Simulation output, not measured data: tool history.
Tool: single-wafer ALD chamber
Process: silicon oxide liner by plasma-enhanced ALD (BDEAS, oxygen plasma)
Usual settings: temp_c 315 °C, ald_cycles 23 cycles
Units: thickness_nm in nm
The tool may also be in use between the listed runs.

run,hour,temp_c,ald_cycles,"read-back reference wafer on the same gauge, thickness_nm",thickness_nm
1,0.0,315,23,2.279,2.033
# hour 15.9: gauge calibrated
2,26.4,315,23,2.279,2.038
3,46.3,315,23,2.279,2.038
4,71.6,319,23,2.280,2.022
5,94.5,315,23,2.279,2.037
6,115.8,315,23,2.278,2.048
7,151.3,315,23,2.280,2.034
8,180.8,315,23,2.283,2.041
9,207.6,315,26,2.281,2.294
10,241.3,315,26,2.280,2.310
11,272.7,315,23,2.282,2.039
12,308.2,309,23,2.281,2.055
13,323.0,309,23,2.280,2.062
14,341.8,315,23,2.279,2.041
15,357.0,315,23,2.277,2.043
16,387.3,307,23,2.280,2.061
17,405.7,307,23,2.280,2.055
18,435.8,307,23,2.281,2.061
19,461.4,315,23,2.280,2.042
20,477.7,315,21,2.280,1.860
21,506.0,330,27,2.279,2.352
# hour 551.3: gauge calibrated
22,580.0,310,23,2.280,2.057
23,600.9,315,23,2.280,2.035
24,635.0,315,23,2.281,2.035
25,663.2,322,25,2.280,2.197
# hour 676.1: thermocouple changed; heater temperature recalibrated
26,677.9,311,20,2.278,1.786
27,704.3,315,23,2.279,2.050
28,723.0,306,23,2.277,2.069
29,743.8,315,19,2.281,1.678
30,771.3,321,21,2.280,1.849
31,849.4,308,20,2.281,1.794
32,867.6,315,21,2.278,1.853
33,893.7,315,23,2.281,2.037
34,917.3,315,23,2.280,2.034
35,943.8,324,21,2.279,1.828
36,958.5,315,23,2.280,2.042
37,973.9,327,20,2.280,1.752
38,1001.0,305,25,2.278,2.231

What the log doesn't show, run by run:
wafer temperature above the value expected at the setpoint (K): 0 in every run
gauge reads high (%): 0 in every run
